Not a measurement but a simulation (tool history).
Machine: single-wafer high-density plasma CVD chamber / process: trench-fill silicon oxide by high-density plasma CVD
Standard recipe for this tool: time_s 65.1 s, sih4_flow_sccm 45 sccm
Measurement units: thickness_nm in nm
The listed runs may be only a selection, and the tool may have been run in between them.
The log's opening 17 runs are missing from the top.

run    hour  time_s  sih4_flow_sccm  wafers since the last listed run  hours since the silane flow controller was replaced  hours since the gauge calibration  read-back reference wafer on the same gauge, thickness_nm  thickness_nm
 18  1531.6    65.1              45                              1800                                                317.1                             2213.5                                                    310.244       260.246
 19  1672.8    65.1              45                              3134                                                458.3                             2354.7                                                    310.837       264.606
 20    1743    65.1              45                              1558                                                528.5                             2424.9                                                    311.361       262.161
       1810  -- silane flow controller replaced, repeated, since the last time left the tool worse
 21  1833.4    65.1              42                              1828                                                 23.4                             2515.3                                                    311.539       264.682
 22  1877.6    65.1              45                               981                                                 67.6                             2559.5                                                    310.743       282.953
 23    1959    65.1              45                              1806                                                  149                             2640.9                                                    310.682       286.244
 24  2038.9    73.3              53                              1773                                                228.9                             2720.8                                                    311.143       374.702
 25  2142.1    69.7              40                              2290                                                332.1                               2824                                                     311.01        272.04
 26  2204.6    56.5              41                              1387                                                394.6                             2886.5                                                    311.093       225.103
 27  2275.3    54.1              48                              1569                                                465.3                             2957.2                                                    311.238       251.611
 28  2574.3    58.7              45                              6636                                                764.3                             3256.2                                                    311.235       257.985
 29  2641.1      54              51                              1482                                                831.1                               3323                                                    311.366       268.809
     2711.6  -- gauge calibrated
 30  2745.8    65.1              50                              2323                                                935.8                               34.2                                                    311.025        317.23
 31  2804.6    65.1              45                              1305                                                994.6                                 93                                                    310.984       285.569
 32  2860.6    61.4              51                              1242                                               1050.6                                149                                                    311.116       302.992
 33  2954.8    57.7              45                              2090                                               1144.8                              243.2                                                    311.331       254.681
 34  3050.1    73.4              52                              2115                                               1240.1                              338.5                                                    310.772       372.122
 35  3214.2    69.8              39                              3642                                               1404.2                              502.6                                                    310.916       269.028
 36  3301.8    65.1              45                              1944                                               1491.8                              590.2                                                    310.586       287.516
 37  3408.1    69.2              48                              2359                                               1598.1                              696.5                                                    310.698       323.558
 38  3509.6    65.1              45                              2252                                               1699.6                                798                                                    310.914       287.925
 39  3581.4    65.1              45                              1593                                               1771.4                              869.8                                                    310.654       289.186
 40  3647.1    75.5              38                              1458                                               1837.1                              935.5                                                    310.987       281.593
 41  3737.8    68.8              45                              2013                                               1927.8                             1026.2                                                    311.079       302.541
 42  3821.3    65.1              45                              1853                                               2011.3                             1109.7                                                    311.017       290.182

Predict each of these 4 candidate next runs independently; none follows another, all start after run 42:
  A  3821.7    60.8              45                                 8                                               2011.7                             1110.1                                                          ?             ?
  B  3821.7    65.1              48                                 8                                               2011.7                             1110.1                                                          ?             ?
  C  3821.7    65.1              53                                 8                                               2011.7                             1110.1                                                          ?             ?
  D  3821.7    75.3              48                                 8                                               2011.7                             1110.1                                                          ?             ?

run  read-back reference wafer on the same gauge, thickness_nm  thickness_nm
  A                                                    310.862       268.613
  B                                                    310.862       306.203
  C                                                    310.862       337.191
  D                                                    310.862       354.179
Without the tool's unlogged condition, the same runs would have read:
run  thickness_nm
  A       264.659
  B       301.696
  C       332.228
  D       348.967
